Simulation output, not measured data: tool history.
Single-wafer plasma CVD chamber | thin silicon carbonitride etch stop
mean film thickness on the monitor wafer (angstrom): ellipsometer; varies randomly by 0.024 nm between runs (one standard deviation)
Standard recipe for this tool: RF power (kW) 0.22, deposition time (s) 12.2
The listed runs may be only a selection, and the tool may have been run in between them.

run    day  RF power (kW)  deposition time (s)  read-back reference wafer on the same gauge, thickness_nm  mean film thickness on the monitor wafer (angstrom)
  1      0           0.19                 12.2                                                      6.743                                                71.74
  2  0.588           0.19                 12.2                                                       6.76                                                72.26
  3  1.538           0.22                 12.2                                                      6.753                                                 77.5
  4  2.112           0.22                 12.2                                                      6.758                                                77.01
  5  3.567           0.22                 12.2                                                      6.747                                                77.15
  6  4.642           0.22                 12.2                                                      6.747                                                76.61
  7   6.45          0.235                 12.2                                                      6.761                                                78.57
  8  7.671          0.235                 12.2                                                      6.748                                                78.78
     8.167  -- RF generator calibrated
  9  8.717           0.25                 10.7                                                      6.743                                                 73.9
 10  9.842           0.22                 12.2                                                      6.739                                                79.39

Forecast run 11:
     10.621  -- showerhead replaced
 11  10.642           0.24                 10.5                                                          ?                                                    ?

Run 11 came out at read-back reference wafer on the same gauge, thickness_nm 6.753, mean film thickness on the monitor wafer (angstrom) 71.22.
Had the tool carried no hidden state, the very same run would have given mean film thickness on the monitor wafer (angstrom) 71.45.

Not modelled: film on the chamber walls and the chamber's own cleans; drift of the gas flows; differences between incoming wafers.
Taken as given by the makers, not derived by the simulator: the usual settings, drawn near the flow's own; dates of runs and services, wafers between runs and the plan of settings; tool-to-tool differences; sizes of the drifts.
